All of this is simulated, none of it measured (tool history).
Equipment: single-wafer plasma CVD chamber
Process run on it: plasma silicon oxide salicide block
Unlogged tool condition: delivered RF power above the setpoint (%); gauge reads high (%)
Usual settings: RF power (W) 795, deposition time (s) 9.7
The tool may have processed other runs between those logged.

run	hour	RF power (W)	deposition time (s)	wafers since the last listed run	hours since the last RF generator calibration	hours since the showerhead was replaced	hours since the gauge calibration	read-back reference wafer on the same gauge, thickness_nm	mean film thickness on the monitor wafer (angstrom)
1	0	795	9.7	0	670.2	5186.5	1197.1	107.009	1078.55
# hour 7.9: gauge calibrated
2	63.4	795	9.7	1941	733.6	5249.9	55.5	106.947	1090.59
3	123.7	795	9.7	1846	793.9	5310.2	115.8	107.039	1077
4	205.8	795	9.7	2513	876	5392.3	197.9	106.943	1079.6
5	302.8	795	9.7	2970	973	5489.3	294.9	106.957	1080.91
6	340.1	795	9.7	1142	1010.3	5526.6	332.2	106.922	1078.64
7	397.6	795	9.7	1760	1067.8	5584.1	389.7	107.022	1075.62
8	443	795	9.7	1390	1113.2	5629.5	435.1	106.934	1075.14
9	540.5	795	9.7	2985	1210.7	5727	532.6	107.046	1073.11
10	623.8	795	9.7	2550	1294	5810.3	615.9	106.968	1068.26
11	690.1	795	9.7	2030	1360.3	5876.6	682.2	106.858	1083.07
12	783.9	795	9.7	2872	1454.1	5970.4	776	106.934	1079.93
13	839.8	795	11.18	1711	1510	6026.3	831.9	106.959	1237.24
14	884.9	910	7.99	1380	1555.1	6071.4	877	107.043	922.27
15	1003.4	795	9.7	3628	1673.6	6189.9	995.5	106.955	1078.3
# hour 1093.8: showerhead replaced
16	1096.2	945	10.68	2596	1766.4	2.4	1088.3	107.002	1244.62
# hour 1103: gauge calibrated
17	1139.3	740	10.67	1319	1809.5	45.5	36.3	107.088	1164.55
18	1213	795	9.01	2256	1883.2	119.2	110	107.093	988.44
19	1310.4	795	9.7	2982	1980.6	216.6	207.4	107.004	1072.54
20	1363.7	795	9.7	1631	2033.9	269.9	260.7	106.95	1073.82
# hour 1454.9: RF generator calibrated
21	1467.4	755	10.61	2930	12.5	373.6	364.4	107.006	1185.87
22	1571.4	860	8.33	3184	116.5	477.6	468.4	107.007	953.17
23	1621.1	795	9.7	1521	166.2	527.3	518.1	106.898	1096.2
24	1671.7	905	9.7	1549	216.8	577.9	568.7	107.033	1140.22
25	1740.3	795	9.7	2100	285.4	646.5	637.3	106.982	1091.49
26	1830.1	655	8.45	2749	375.2	736.3	727.1	106.963	901.64
27	1866.7	795	9.7	1120	411.8	772.9	763.7	107.024	1088.35

For each run, what was the tool's unlogged condition?
gauge reads high (%): 0, the same for each run
H1: delivered RF power above the setpoint (%)
run	H1
1	-5.89
2	-6.17
3	-6.41
4	-6.71
5	-7.02
6	-7.12
7	-7.28
8	-7.39
9	-7.6
10	-7.76
11	-7.88
12	-8.02
13	-8.1
14	-8.16
15	-8.29
16	-8.38
17	-8.42
18	-8.48
19	-8.55
20	-8.58
21	-0.32
22	-1.51
23	-2.02
24	-2.49
25	-3.09
26	-3.78
27	-4.03

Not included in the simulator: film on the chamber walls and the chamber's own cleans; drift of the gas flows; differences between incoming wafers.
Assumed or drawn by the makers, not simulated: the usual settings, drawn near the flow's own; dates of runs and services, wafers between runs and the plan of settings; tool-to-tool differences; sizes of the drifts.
